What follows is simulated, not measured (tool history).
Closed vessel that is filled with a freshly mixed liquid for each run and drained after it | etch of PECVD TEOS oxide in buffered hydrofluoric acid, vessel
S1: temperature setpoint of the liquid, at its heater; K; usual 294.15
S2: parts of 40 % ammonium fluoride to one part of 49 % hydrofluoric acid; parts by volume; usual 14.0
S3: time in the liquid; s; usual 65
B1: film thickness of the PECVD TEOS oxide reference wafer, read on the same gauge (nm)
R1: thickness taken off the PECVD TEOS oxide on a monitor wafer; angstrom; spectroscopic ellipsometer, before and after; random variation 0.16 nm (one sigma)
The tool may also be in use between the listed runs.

run    hour      S1    S2   S3      B1      R1
  1     0.0  294.15  12.5   80  110.00   707.6
  2    35.2  294.15  14.0   40  109.97   316.2
  3    85.4  294.15  14.0   40  110.02   317.2
  4   120.9  294.15  14.0   40  110.01   316.3
  5   154.9  294.15  14.0   65  110.00   514.3
  6   199.4  294.15  14.0   65  110.04   516.4
  7   259.5  297.15  14.0   85  110.00   790.7
  8   286.2  297.15  14.0   85  110.02   792.5
  9   330.1  294.15  14.0   65  110.00   512.2
 10   410.2  294.15  14.0   65  110.02   513.9
 11   478.8  294.15  14.0   65  109.96   511.2
      533.1  -- thermometer replaced
 12   546.4  294.15  14.0   65  109.99   512.5
 13   603.0  294.15  14.0   65  110.02   510.5
 14   636.1  291.65  14.0   65  110.00   445.3
      658.7  -- gauge calibrated
 15   661.5  291.65  14.0   65  109.97   442.7
 16   712.7  294.15  14.0   80  109.97   623.5
 17   764.3  297.15  14.0   65  110.00   599.9
 18   824.6  294.15  14.0  105  109.98   822.6
 19   876.0  294.15  11.5   65  110.01   618.5
 20   935.0  294.15   8.5  100  110.00  1226.1
 21   965.5  294.15  14.0   65  110.01   508.4
 22  1023.3  292.65  14.0   65  109.99   468.2
 23  1053.3  298.65  14.0   65  109.99   651.2
     1054.8  -- hydrofluoric acid flow meter replaced
 24  1100.4  294.15  14.0   40  110.00   316.0
 25  1147.5  294.15  14.0   65  110.01   514.4
 26  1206.3  298.65  12.0   65  110.01   768.4
 27  1269.9  296.65  12.0   30  110.01   317.3
 28  1304.6  294.15  15.5   65  110.00   465.1
 29  1363.6  294.15  14.0   65  110.01   512.1
 30  1390.5  295.65  17.5   65  110.01   448.4
 31  1440.3  294.15  14.0   65  110.04   514.4
     1452.9  -- gauge calibrated
 32  1488.9  297.65  18.0   65  110.00   486.9
 33  1548.1  290.15  14.0   65  110.00   410.7

The tool's hidden state at each run:
liquid hotter than its thermometer reads (K): 0 in every run
gauge reads high (%): 0 in every run
H1: hydrofluoric acid flow below the setpoint (%)
run      H1
  1   0.332
  2   0.374
  3   0.434
  4   0.476
  5   0.516
  6   0.569
  7   0.641
  8   0.672
  9   0.725
 10    0.82
 11   0.902
 12   0.982
 13    1.05
 14    1.09
 15    1.12
 16    1.18
 17    1.24
 18    1.31
 19    1.37
 20    1.44
 21    1.48
 22    1.55
 23    1.58
 24  0.0894
 25   0.145
 26   0.215
 27   0.291
 28   0.332
 29   0.403
 30   0.434
 31   0.494
 32   0.552
 33   0.622

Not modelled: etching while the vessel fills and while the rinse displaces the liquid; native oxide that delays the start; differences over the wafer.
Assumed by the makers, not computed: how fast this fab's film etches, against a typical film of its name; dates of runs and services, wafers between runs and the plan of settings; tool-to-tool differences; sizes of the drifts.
